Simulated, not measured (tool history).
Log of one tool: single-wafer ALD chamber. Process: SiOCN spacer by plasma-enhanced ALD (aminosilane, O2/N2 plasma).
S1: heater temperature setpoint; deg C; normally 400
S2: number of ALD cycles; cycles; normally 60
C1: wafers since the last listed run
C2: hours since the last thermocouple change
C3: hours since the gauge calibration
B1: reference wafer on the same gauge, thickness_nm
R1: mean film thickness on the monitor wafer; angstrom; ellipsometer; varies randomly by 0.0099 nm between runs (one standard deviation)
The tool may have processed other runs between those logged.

Run 1, day 0.000: usual settings but S1 390 deg C, S2 66 cycles; C1 0; C2 2020.0; C3 46.4; B1 4.177. Result: R1 43.53 angstrom.
Run 2, day 0.608: usual settings; C1 40; C2 2034.6; C3 61.0; B1 4.175. Result: R1 39.69 angstrom.
Run 3, day 1.704: usual settings; C1 72; C2 2060.9; C3 87.3; B1 4.183. Result: R1 39.65 angstrom.
Run 4, day 2.421: usual settings but S1 407 deg C; C1 47; C2 2078.1; C3 104.5; B1 4.182. Result: R1 38.89 angstrom.
Run 5, day 3.512: usual settings but S2 63 cycles; C1 72; C2 2104.3; C3 130.7; B1 4.183. Result: R1 41.67 angstrom.
Run 6, day 4.546: usual settings but S1 396 deg C; C1 68; C2 2129.1; C3 155.5; B1 4.182. Result: R1 39.71 angstrom.
Run 7, day 5.062: usual settings; C1 34; C2 2141.5; C3 167.9; B1 4.188. Result: R1 39.77 angstrom.
Run 8, day 6.129: usual settings; C1 70; C2 2167.1; C3 193.5; B1 4.191. Result: R1 39.80 angstrom.
Run 9, day 6.671: usual settings but S1 408 deg C, S2 63 cycles; C1 35; C2 2180.1; C3 206.5; B1 4.192. Result: R1 40.69 angstrom.
At day 7.617: thermocouple changed; heater temperature recalibrated.
Run 10, day 7.638: usual settings but S1 389 deg C, S2 51 cycles; C1 41; C2 0.5; C3 229.7; B1 4.197. Result: R1 33.91 angstrom.
Run 11, day 8.667: usual settings; C1 68; C2 25.2; C3 254.4; B1 4.205. Result: R1 39.78 angstrom.
Run 12, day 10.050: usual settings but S1 395 deg C, S2 49 cycles; C1 91; C2 58.4; C3 287.6; B1 4.215. Result: R1 32.69 angstrom.
At day 13.496: gauge calibrated.
Run 13, day 13.567: usual settings; C1 232; C2 142.8; C3 1.7; B1 4.175. Result: R1 39.59 angstrom.
Run 14, day 14.704: usual settings; C1 75; C2 170.1; C3 29.0; B1 4.178. Result: R1 39.75 angstrom.
Run 15, day 18.338: usual settings but S1 407 deg C, S2 57 cycles; C1 240; C2 257.3; C3 116.2; B1 4.184. Result: R1 37.10 angstrom.
Run 16, day 19.450: usual settings but S2 52 cycles; C1 73; C2 284.0; C3 142.9; B1 4.185. Result: R1 34.40 angstrom.

Entry by entry between the runs, the difference in hidden state between the last listed run before and the first listed run after:
From run 9 to run 10: thermocouple changed; heater temperature recalibrated (day 7.617)
  gauge reads high (%): 0.588 -> 0.694
  what was measured, less what the result would be without the hidden state, R1: +0.24 -> +0.24 angstrom
From run 12 to run 13: gauge calibrated (day 13.496)
  gauge reads high (%): 1.01 -> 0.146
  what was measured, less what the result would be without the hidden state, R1: +0.33 -> +0.06 angstrom
